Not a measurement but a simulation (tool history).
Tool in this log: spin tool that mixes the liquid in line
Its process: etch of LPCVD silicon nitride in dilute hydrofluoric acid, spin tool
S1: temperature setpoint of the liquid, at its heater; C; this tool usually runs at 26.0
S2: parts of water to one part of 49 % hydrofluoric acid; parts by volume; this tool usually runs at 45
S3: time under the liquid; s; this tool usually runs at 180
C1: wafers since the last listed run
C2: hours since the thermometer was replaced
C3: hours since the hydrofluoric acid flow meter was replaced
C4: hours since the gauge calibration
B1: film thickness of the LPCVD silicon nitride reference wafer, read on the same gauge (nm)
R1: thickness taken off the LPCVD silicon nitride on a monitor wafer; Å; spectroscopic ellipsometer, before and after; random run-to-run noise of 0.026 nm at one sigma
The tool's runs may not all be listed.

{"run": 1, "hour": 0.0, "S1": 26.0, "S2": 45, "S3": 180, "C1": 0, "C2": 844.8, "C3": 1488.0, "C4": 943.0, "B1": 69.983, "R1": 22.77}
{"run": 2, "hour": 57.0, "S1": 26.0, "S2": 45, "S3": 180, "C1": 280, "C2": 901.8, "C3": 1545.0, "C4": 1000.0, "B1": 70.007, "R1": 23.22}
{"run": 3, "hour": 154.5, "S1": 22.5, "S2": 45, "S3": 180, "C1": 480, "C2": 999.3, "C3": 1642.5, "C4": 1097.5, "B1": 69.975, "R1": 18.19}
{"run": 4, "hour": 214.2, "S1": 22.5, "S2": 45, "S3": 180, "C1": 294, "C2": 1059.0, "C3": 1702.2, "C4": 1157.2, "B1": 69.969, "R1": 18.47}
{"run": 5, "hour": 283.1, "S1": 26.0, "S2": 45, "S3": 180, "C1": 339, "C2": 1127.9, "C3": 1771.1, "C4": 1226.1, "B1": 70.014, "R1": 23.37}
{"run": 6, "hour": 329.3, "S1": 26.0, "S2": 45, "S3": 180, "C1": 227, "C2": 1174.1, "C3": 1817.3, "C4": 1272.3, "B1": 70.027, "R1": 23.08}
{"run": 7, "hour": 416.3, "S1": 26.0, "S2": 60, "S3": 180, "C1": 428, "C2": 1261.1, "C3": 1904.3, "C4": 1359.3, "B1": 69.988, "R1": 17.76}
{"run": 8, "hour": 478.0, "S1": 26.0, "S2": 60, "S3": 180, "C1": 304, "C2": 1322.8, "C3": 1966.0, "C4": 1421.0, "B1": 69.998, "R1": 17.61}
{"hour": 533.0, "done": "gauge calibrated"}
{"run": 9, "hour": 545.6, "S1": 26.0, "S2": 60, "S3": 180, "C1": 333, "C2": 1390.4, "C3": 2033.6, "C4": 12.6, "B1": 70.015, "R1": 18.14}
{"hour": 591.9, "done": "hydrofluoric acid flow meter replaced"}
{"run": 10, "hour": 647.5, "S1": 26.0, "S2": 45, "S3": 180, "C1": 497, "C2": 1492.3, "C3": 55.6, "C4": 114.5, "B1": 69.987, "R1": 24.06}
{"run": 11, "hour": 698.4, "S1": 26.0, "S2": 65, "S3": 180, "C1": 250, "C2": 1543.2, "C3": 106.5, "C4": 165.4, "B1": 70.023, "R1": 16.8}
{"run": 12, "hour": 799.4, "S1": 26.0, "S2": 45, "S3": 135, "C1": 497, "C2": 1644.2, "C3": 207.5, "C4": 266.4, "B1": 70.027, "R1": 18.28}
{"run": 13, "hour": 903.3, "S1": 29.5, "S2": 45, "S3": 130, "C1": 512, "C2": 1748.1, "C3": 311.4, "C4": 370.3, "B1": 69.97, "R1": 22.23}
{"hour": 934.3, "done": "thermometer replaced"}
{"run": 14, "hour": 991.3, "S1": 26.0, "S2": 45, "S3": 180, "C1": 428, "C2": 57.0, "C3": 399.4, "C4": 458.3, "B1": 70.001, "R1": 21.08}
{"run": 15, "hour": 1027.9, "S1": 31.0, "S2": 45, "S3": 180, "C1": 180, "C2": 93.6, "C3": 436.0, "C4": 494.9, "B1": 69.976, "R1": 29.07}
{"run": 16, "hour": 1096.7, "S1": 26.0, "S2": 45, "S3": 180, "C1": 339, "C2": 162.4, "C3": 504.8, "C4": 563.7, "B1": 69.997, "R1": 21.14}
{"run": 17, "hour": 1146.2, "S1": 26.0, "S2": 45, "S3": 260, "C1": 243, "C2": 211.9, "C3": 554.3, "C4": 613.2, "B1": 70.004, "R1": 31.49}
{"run": 18, "hour": 1215.1, "S1": 26.0, "S2": 45, "S3": 180, "C1": 339, "C2": 280.8, "C3": 623.2, "C4": 682.1, "B1": 69.986, "R1": 21.74}
{"run": 19, "hour": 1319.5, "S1": 30.0, "S2": 25, "S3": 260, "C1": 514, "C2": 385.2, "C3": 727.6, "C4": 786.5, "B1": 69.987, "R1": 71.85}
{"run": 20, "hour": 1425.9, "S1": 24.0, "S2": 45, "S3": 180, "C1": 524, "C2": 491.6, "C3": 834.0, "C4": 892.9, "B1": 70.009, "R1": 19.36}
{"run": 21, "hour": 1526.5, "S1": 26.0, "S2": 40, "S3": 210, "C1": 495, "C2": 592.2, "C3": 934.6, "C4": 993.5, "B1": 69.976, "R1": 28.96}

3 options for the next run, each taken on its own from the tool as it stands now. Forecast them:
{"run": "A", "hour": 1527.0, "S1": 26.0, "S2": 50, "S3": 180, "C1": 2, "C2": 592.7, "C3": 935.1, "C4": 994.0, "B1": "?", "R1": "?"}
{"run": "B", "hour": 1527.0, "S1": 28.0, "S2": 30, "S3": 150, "C1": 2, "C2": 592.7, "C3": 935.1, "C4": 994.0, "B1": "?", "R1": "?"}
{"run": "C", "hour": 1527.0, "S1": 24.0, "S2": 35, "S3": 95, "C1": 2, "C2": 592.7, "C3": 935.1, "C4": 994.0, "B1": "?", "R1": "?"}

run=A B1=69.991 R1=19.75
run=B B1=69.991 R1=30.95
run=C B1=69.991 R1=12.92
Take away the tool's hidden state, keep each run's random variation, and the runs would have read:
run=A R1=18.68
run=B R1=29.28
run=C R1=12.21
